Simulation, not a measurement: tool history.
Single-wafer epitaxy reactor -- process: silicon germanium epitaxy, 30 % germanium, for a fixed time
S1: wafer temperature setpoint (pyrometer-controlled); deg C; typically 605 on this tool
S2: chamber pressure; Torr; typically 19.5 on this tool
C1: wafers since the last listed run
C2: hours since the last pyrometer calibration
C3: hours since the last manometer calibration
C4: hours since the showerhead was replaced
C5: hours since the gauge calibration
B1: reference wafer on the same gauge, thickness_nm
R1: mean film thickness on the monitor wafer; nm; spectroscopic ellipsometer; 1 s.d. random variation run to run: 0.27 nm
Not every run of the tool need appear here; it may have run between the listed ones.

| run | hour | S1 | S2 | C1 | C2 | C3 | C4 | C5 | B1 | R1 |
|---|---|---|---|---|---|---|---|---|---|---|
| 1 | 0 | 605 | 19.5 | 0 | 1524 | 774.2 | 3571.7 | 113.9 | 59.465 | 64.632 |
| 2 | 29.1 | 598 | 18.4 | 502 | 1553.1 | 803.3 | 3600.8 | 143 | 59.508 | 57.41 |
| 3 | 57.5 | 598 | 18.4 | 490 | 1581.5 | 831.7 | 3629.2 | 171.4 | 59.556 | 57.303 |
| 4 | 71.7 | 598 | 18.4 | 245 | 1595.7 | 845.9 | 3643.4 | 185.6 | 59.563 | 57.446 |
| 5 | 106.3 | 605 | 16.3 | 598 | 1630.3 | 880.5 | 3678 | 220.2 | 59.552 | 61.896 |
| 6 | 139.1 | 605 | 16.3 | 566 | 1663.1 | 913.3 | 3710.8 | 253 | 59.535 | 62.079 |
| 7 | 166.4 | 605 | 16.3 | 471 | 1690.4 | 940.6 | 3738.1 | 280.3 | 59.463 | 61.901 |
| 8 | 199 | 605 | 19.5 | 563 | 1723 | 973.2 | 3770.7 | 312.9 | 59.406 | 65.758 |
| 9 | 213.3 | 605 | 19.5 | 247 | 1737.3 | 987.5 | 3785 | 327.2 | 59.556 | 65.958 |
| 10 | 249.1 | 605 | 19.5 | 618 | 1773.1 | 1023.3 | 3820.8 | 363 | 59.479 | 65.925 |
| 11 | 280 | 617 | 19.5 | 534 | 1804 | 1054.2 | 3851.7 | 393.9 | 59.536 | 79.544 |
| 12 | 307.2 | 605 | 19.5 | 470 | 1831.2 | 1081.4 | 3878.9 | 421.1 | 59.565 | 66.372 |
| 13 | 339.3 | 613 | 19.5 | 554 | 1863.3 | 1113.5 | 3911 | 453.2 | 59.442 | 75.101 |
| 14 | 371.9 | 613 | 19.5 | 563 | 1895.9 | 1146.1 | 3943.6 | 485.8 | 59.572 | 75.36 |
| 15 | 388.6 | 590 | 22.1 | 288 | 1912.6 | 1162.8 | 3960.3 | 502.5 | 59.613 | 54.911 |
| 16 | 423.5 | 605 | 19.5 | 603 | 1947.5 | 1197.7 | 3995.2 | 537.4 | 59.525 | 66.549 |
|  | 434.8 | gauge calibrated |
|  | 445 | capacitance manometer re-zeroed and calibrated |
| 17 | 445.5 | 616 | 21.5 | 241 | 1969.5 | 0.5 | 4017.2 | 10.7 | 59.431 | 84.742 |
|  | 532.8 | showerhead replaced |
| 18 | 533.3 | 605 | 23 | 1379 | 2057.3 | 88.3 | 0.5 | 98.5 | 59.568 | 72.799 |
|  | 541.9 | pyrometer calibrated |
| 19 | 547.2 | 599 | 16.7 | 101 | 5.3 | 102.2 | 14.4 | 112.4 | 59.446 | 54.477 |
| 20 | 574.7 | 605 | 23 | 475 | 32.8 | 129.7 | 41.9 | 139.9 | 59.491 | 66.663 |
| 21 | 599.3 | 591 | 23.5 | 425 | 57.4 | 154.3 | 66.5 | 164.5 | 59.531 | 53.096 |
| 22 | 621.6 | 605 | 15 | 385 | 79.7 | 176.6 | 88.8 | 186.8 | 59.51 | 57.267 |
| 23 | 642.3 | 605 | 23.5 | 357 | 100.4 | 197.3 | 109.5 | 207.5 | 59.508 | 66.287 |
| 24 | 655.6 | 609 | 18 | 229 | 113.7 | 210.6 | 122.8 | 220.8 | 59.54 | 64.47 |
| 25 | 690.7 | 611 | 17.7 | 606 | 148.8 | 245.7 | 157.9 | 255.9 | 59.608 | 67.069 |
| 26 | 723.6 | 605 | 16.9 | 568 | 181.7 | 278.6 | 190.8 | 288.8 | 59.588 | 59.691 |
| 27 | 748.5 | 599 | 16.7 | 430 | 206.6 | 303.5 | 215.7 | 313.7 | 59.511 | 54.398 |
| 28 | 774.8 | 620 | 16.4 | 454 | 232.9 | 329.8 | 242 | 340 | 59.52 | 74.258 |
| 29 | 796.2 | 605 | 19.5 | 369 | 254.3 | 351.2 | 263.4 | 361.4 | 59.433 | 62.311 |
| 30 | 817.9 | 592 | 18 | 375 | 276 | 372.9 | 285.1 | 383.1 | 59.595 | 49.331 |
| 31 | 834.7 | 594 | 15.2 | 290 | 292.8 | 389.7 | 301.9 | 399.9 | 59.593 | 47.822 |
| 32 | 852 | 605 | 22.1 | 299 | 310.1 | 407 | 319.2 | 417.2 | 59.521 | 64.909 |
| 33 | 872.2 | 593 | 19.5 | 349 | 330.3 | 427.2 | 339.4 | 437.4 | 59.533 | 51.445 |
| 34 | 893.5 | 613 | 18.2 | 368 | 351.6 | 448.5 | 360.7 | 458.7 | 59.491 | 68.732 |

Selected run-to-run steps in R1, each split into two signed amounts: the part the tool would show with no hidden state at all (from settings, incoming material and random variation), and the remainder, which goes to the hidden state together with any gauge scatter not common to the measured and the hidden-state-free results:
Hidden state at play: wafer temperature above the value expected at the setpoint (K); true pressure above the setpoint (%); gauge reads high (%).
Run 14 -> 15: S1 613 -> 590, S2 19.5 -> 22.1. R1 -20.449 nm: hidden state -0.793, all else -19.656.
Run 16 -> 17: S1 605 -> 616, S2 19.5 -> 21.5, gauge calibrated, capacitance manometer re-zeroed and calibrated. R1 +18.193 nm: hidden state +3.033, all else +15.16.
Run 18 -> 19: S1 605 -> 599, S2 23 -> 16.7, pyrometer calibrated. R1 -18.322 nm: hidden state -6.123, all else -12.199.
Run 27 -> 28: S1 599 -> 620, S2 16.7 -> 16.4. R1 +19.86 nm: hidden state -0.269, all else +20.129.
